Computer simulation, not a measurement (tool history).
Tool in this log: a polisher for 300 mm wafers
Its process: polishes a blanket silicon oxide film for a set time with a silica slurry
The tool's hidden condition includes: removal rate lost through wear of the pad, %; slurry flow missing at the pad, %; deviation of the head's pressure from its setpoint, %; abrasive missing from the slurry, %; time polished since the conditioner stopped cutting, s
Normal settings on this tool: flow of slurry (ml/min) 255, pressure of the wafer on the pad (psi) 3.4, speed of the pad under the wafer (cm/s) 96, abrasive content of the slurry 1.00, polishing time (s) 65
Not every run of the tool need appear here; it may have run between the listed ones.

run   hour  flow of slurry (ml/min)  pressure of the wafer on the pad (psi)  speed of the pad under the wafer (cm/s)  abrasive content of the slurry  polishing time (s)  wafers since the last listed run  wafers polished on this pad  hours since the slurry nozzle was cleaned  hours since the head pressure was calibrated  hours since the slurry blender was calibrated  hours since the conditioning disc was replaced  incoming thickness of the incoming film, nm  film removed (Å)
  1    0.0                      255                                     3.4                                       82                            1.00                  65                                 0                         2592                                       92.0                                         720.5                                          137.4                                           195.0                                       1801.1              1362
      18.3  -- worn pad replaced by a new one
  2   33.5                      255                                     3.4                                       82                            1.00                  65                               380                          196                                      125.5                                         754.0                                          170.9                                           228.5                                       1823.3              1362
  3   53.1                      255                                     3.4                                       96                            1.00                  65                               252                          449                                      145.1                                         773.6                                          190.5                                           248.1                                       1821.5              1543
      65.5  -- head pressure recalibrated
  4   81.7                      255                                     3.8                                       96                            1.00                  77                               343                          792                                      173.7                                          16.2                                          219.1                                           276.7                                       1803.3              1954
  5   95.2                      215                                     3.4                                       76                            0.90                  65                               174                          966                                      187.2                                          29.7                                          232.6                                           290.2                                       1835.8              1213
  6  117.1                      255                                     3.4                                      116                            1.15                  65                               282                         1249                                      209.1                                          51.6                                          254.5                                           312.1                                       1834.0              1883
  7  147.9                      315                                     4.4                                       96                            1.30                  56                               397                         1646                                      239.9                                          82.4                                          285.3                                           342.9                                       1814.0              1819
  8  171.5                      255                                     2.8                                       96                            1.00                  47                               304                         1951                                      263.5                                         106.0                                          308.9                                           366.5                                       1793.6               984
  9  197.9                      255                                     3.4                                       96                            1.00                  65                               340                         2292                                      289.9                                         132.4                                          335.3                                           392.9                                       1823.3              1526
 10  215.6                      255                                     3.4                                      130                            1.00                  82                               228                         2520                                      307.6                                         150.1                                          353.0                                           410.6                                       1828.5              2446
     225.7  -- slurry nozzle cleaned
 11  238.1                      255                                     3.4                                       96                            1.00                  65                               277                         2797                                       12.4                                         172.6                                          375.5                                           433.1                                       1820.1              1549
 12  267.0                      255                                     3.4                                       96                            1.00                  65                               372                         3170                                       41.3                                         201.5                                          404.4                                           462.0                                       1772.5              1545
     297.5  -- slurry blender recalibrated
     308.5  -- worn pad replaced by a new one
     330.0  -- conditioning disc replaced and pad reconditioned
 13  373.8                      310                                     3.4                                       74                            1.00                  65                              1274                          817                                      148.1                                         308.3                                           76.3                                            43.8                                       1795.9              1281
 14  446.8                      255                                     3.4                                       96                            1.00                  65                               942                         1759                                      221.1                                         381.3                                          149.3                                           116.8                                       1812.0              1519
 15  469.9                      255                                     3.4                                       70                            1.00                  88                               298                         2057                                      244.2                                         404.4                                          172.4                                           139.9                                       1840.3              1643
     473.8  -- slurry nozzle cleaned
 16  487.1                      330                                     4.2                                      112                            0.90                  65                               209                         2266                                       13.3                                         421.6                                          189.6                                           157.1                                       1816.1              1985
 17  499.1                      255                                     2.5                                       96                            0.90                  82                               154                         2421                                       25.3                                         433.6                                          201.6                                           169.1                                       1823.8              1499
 18  527.7                      195                                     3.4                                       68                            1.00                  65                               369                         2790                                       53.9                                         462.2                                          230.2                                           197.7                                       1793.0              1123
 19  546.1                      255                                     2.3                                       78                            1.00                  65                               237                         3027                                       72.3                                         480.6                                          248.6                                           216.1                                       1824.7              1003
     604.5  -- worn pad replaced by a new one
 20  626.3                      255                                     3.4                                       96                            1.00                  65                               983                          281                                      152.5                                         560.8                                          328.8                                           296.3                                       1814.5              1511
 21  639.2                      255                                     2.4                                       96                            1.00                  65                               166                          447                                      165.4                                         573.7                                          341.7                                           309.2                                       1795.3              1214
 22  660.0                      255                                     3.4                                       96                            1.20                  65                               268                          716                                      186.2                                         594.5                                          362.5                                           330.0                                       1809.5              1647
 23  680.6                      255                                     3.4                                       96                            1.00                  72                               265                          982                                      206.8                                         615.1                                          383.1                                           350.6                                       1785.6              1706
 24  708.3                      255                                     3.4                                       96                            1.25                  65                               357                         1339                                      234.5                                         642.8                                          410.8                                           378.3                                       1801.5              1712
 25  737.8                      315                                     3.9                                      120                            1.00                  76                               380                         1720                                      264.0                                         672.3                                          440.3                                           407.8                                       1792.2              2385

Forecast each of these 5 alternatives for the next run:
  A  738.2                      255                                     3.4                                       96                            1.00                  65                                 5                         1725                                      264.4                                         672.7                                          440.7                                           408.2                                       1796.2                 ?
  B  738.2                      255                                     2.2                                       96                            1.00                  65                                 5                         1725                                      264.4                                         672.7                                          440.7                                           408.2                                       1796.2                 ?
  C  738.2                      255                                     3.4                                       96                            1.15                  44                                 5                         1725                                      264.4                                         672.7                                          440.7                                           408.2                                       1796.2                 ?
  D  738.2                      185                                     4.2                                       96                            1.00                  50                                 5                         1725                                      264.4                                         672.7                                          440.7                                           408.2                                       1796.2                 ?
  E  738.2                      290                                     3.4                                      106                            1.15                  86                                 5                         1725                                      264.4                                         672.7                                          440.7                                           408.2                                       1796.2                 ?

run  film removed (Å)
  A              1505
  B              1141
  C              1078
  D              1285
  E              2305
Without the tool's hidden state the same runs would have given:
run  film removed (Å)
  A              1505
  B              1141
  C              1078
  D              1285
  E              2305
